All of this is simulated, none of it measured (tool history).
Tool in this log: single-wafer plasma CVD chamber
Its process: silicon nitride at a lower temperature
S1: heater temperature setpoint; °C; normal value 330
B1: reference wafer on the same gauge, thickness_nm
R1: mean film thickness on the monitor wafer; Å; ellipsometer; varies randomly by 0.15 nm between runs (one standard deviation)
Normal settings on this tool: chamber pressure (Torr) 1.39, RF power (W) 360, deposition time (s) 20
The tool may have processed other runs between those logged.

{"run": 1, "hour": 0.0, "S1": 330, "chamber pressure (Torr)": 1.39, "RF power (W)": 360, "deposition time (s)": 20, "B1": 26.916, "R1": 267.72}
{"run": 2, "hour": 36.0, "S1": 330, "chamber pressure (Torr)": 1.39, "RF power (W)": 360, "deposition time (s)": 20, "B1": 26.891, "R1": 268.83}
{"run": 3, "hour": 53.1, "S1": 330, "chamber pressure (Torr)": 1.39, "RF power (W)": 360, "deposition time (s)": 20, "B1": 26.91, "R1": 267.97}
{"run": 4, "hour": 81.7, "S1": 330, "chamber pressure (Torr)": 1.39, "RF power (W)": 360, "deposition time (s)": 20, "B1": 26.982, "R1": 263.93}
{"run": 5, "hour": 125.7, "S1": 330, "chamber pressure (Torr)": 1.39, "RF power (W)": 360, "deposition time (s)": 20, "B1": 26.929, "R1": 267.99}
{"run": 6, "hour": 150.9, "S1": 330, "chamber pressure (Torr)": 1.39, "RF power (W)": 360, "deposition time (s)": 20, "B1": 26.829, "R1": 269.3}
{"run": 7, "hour": 180.2, "S1": 330, "chamber pressure (Torr)": 1.39, "RF power (W)": 360, "deposition time (s)": 20, "B1": 26.884, "R1": 266.94}
{"run": 8, "hour": 209.3, "S1": 330, "chamber pressure (Torr)": 1.39, "RF power (W)": 360, "deposition time (s)": 20, "B1": 26.922, "R1": 266.5}
{"run": 9, "hour": 240.7, "S1": 330, "chamber pressure (Torr)": 1.39, "RF power (W)": 360, "deposition time (s)": 20, "B1": 26.93, "R1": 268}
{"run": 10, "hour": 261.1, "S1": 330, "chamber pressure (Torr)": 1.39, "RF power (W)": 310, "deposition time (s)": 20, "B1": 26.901, "R1": 242.02}
{"run": 11, "hour": 275.4, "S1": 330, "chamber pressure (Torr)": 1.39, "RF power (W)": 310, "deposition time (s)": 20, "B1": 26.961, "R1": 244.67}
{"run": 12, "hour": 293.3, "S1": 330, "chamber pressure (Torr)": 1.39, "RF power (W)": 360, "deposition time (s)": 22.1, "B1": 26.876, "R1": 292.92}
{"hour": 320.7, "done": "showerhead replaced"}
{"run": 13, "hour": 323.4, "S1": 330, "chamber pressure (Torr)": 1.39, "RF power (W)": 360, "deposition time (s)": 22.1, "B1": 26.854, "R1": 292.28}
{"run": 14, "hour": 369.7, "S1": 330, "chamber pressure (Torr)": 1.39, "RF power (W)": 360, "deposition time (s)": 20, "B1": 26.893, "R1": 265.13}
{"hour": 394.4, "done": "thermocouple changed; heater temperature recalibrated"}
{"run": 15, "hour": 403.1, "S1": 317, "chamber pressure (Torr)": 1.39, "RF power (W)": 360, "deposition time (s)": 16.8, "B1": 26.919, "R1": 225.73}
{"run": 16, "hour": 507.2, "S1": 330, "chamber pressure (Torr)": 1.54, "RF power (W)": 360, "deposition time (s)": 20, "B1": 26.847, "R1": 274.52}
{"hour": 554.7, "done": "RF generator calibrated"}
{"hour": 596.5, "done": "gauge calibrated"}
{"run": 17, "hour": 599.7, "S1": 330, "chamber pressure (Torr)": 1.39, "RF power (W)": 360, "deposition time (s)": 20, "B1": 26.843, "R1": 265.22}
{"hour": 616.4, "done": "capacitance manometer re-zeroed and calibrated"}
{"run": 18, "hour": 622.2, "S1": 330, "chamber pressure (Torr)": 1.39, "RF power (W)": 385, "deposition time (s)": 21.1, "B1": 26.889, "R1": 294.76}
{"run": 19, "hour": 664.9, "S1": 338, "chamber pressure (Torr)": 1.25, "RF power (W)": 400, "deposition time (s)": 16.2, "B1": 26.893, "R1": 222.63}
{"run": 20, "hour": 679.2, "S1": 330, "chamber pressure (Torr)": 1.39, "RF power (W)": 360, "deposition time (s)": 20, "B1": 26.871, "R1": 265.16}
{"run": 21, "hour": 710.1, "S1": 330, "chamber pressure (Torr)": 1.39, "RF power (W)": 360, "deposition time (s)": 20, "B1": 26.902, "R1": 267.06}
{"run": 22, "hour": 727.3, "S1": 330, "chamber pressure (Torr)": 1.39, "RF power (W)": 360, "deposition time (s)": 20, "B1": 26.928, "R1": 267.01}
{"run": 23, "hour": 792.2, "S1": 334, "chamber pressure (Torr)": 1.55, "RF power (W)": 325, "deposition time (s)": 23.9, "B1": 26.897, "R1": 307.78}
{"run": 24, "hour": 822.6, "S1": 330, "chamber pressure (Torr)": 1.39, "RF power (W)": 360, "deposition time (s)": 20, "B1": 26.895, "R1": 267.79}
{"run": 25, "hour": 837.8, "S1": 330, "chamber pressure (Torr)": 1.39, "RF power (W)": 385, "deposition time (s)": 20, "B1": 26.93, "R1": 279.12}
{"run": 26, "hour": 863.2, "S1": 338, "chamber pressure (Torr)": 1.52, "RF power (W)": 320, "deposition time (s)": 20, "B1": 26.927, "R1": 255.44}
{"run": 27, "hour": 883.0, "S1": 343, "chamber pressure (Torr)": 1.26, "RF power (W)": 430, "deposition time (s)": 18.8, "B1": 26.894, "R1": 271.5}
{"run": 28, "hour": 900.3, "S1": 325, "chamber pressure (Torr)": 1.39, "RF power (W)": 360, "deposition time (s)": 20, "B1": 26.885, "R1": 268.19}
{"run": 29, "hour": 920.1, "S1": 343, "chamber pressure (Torr)": 1.08, "RF power (W)": 310, "deposition time (s)": 20, "B1": 26.884, "R1": 226.3}

What was the tool's hidden state at every run in the log?
wafer temperature above the value expected at the setpoint (K): 0 at every run
delivered RF power above the setpoint (%): 0 at every run
true pressure above the setpoint (%): 0 at every run
gauge reads high (%): 0 at every run

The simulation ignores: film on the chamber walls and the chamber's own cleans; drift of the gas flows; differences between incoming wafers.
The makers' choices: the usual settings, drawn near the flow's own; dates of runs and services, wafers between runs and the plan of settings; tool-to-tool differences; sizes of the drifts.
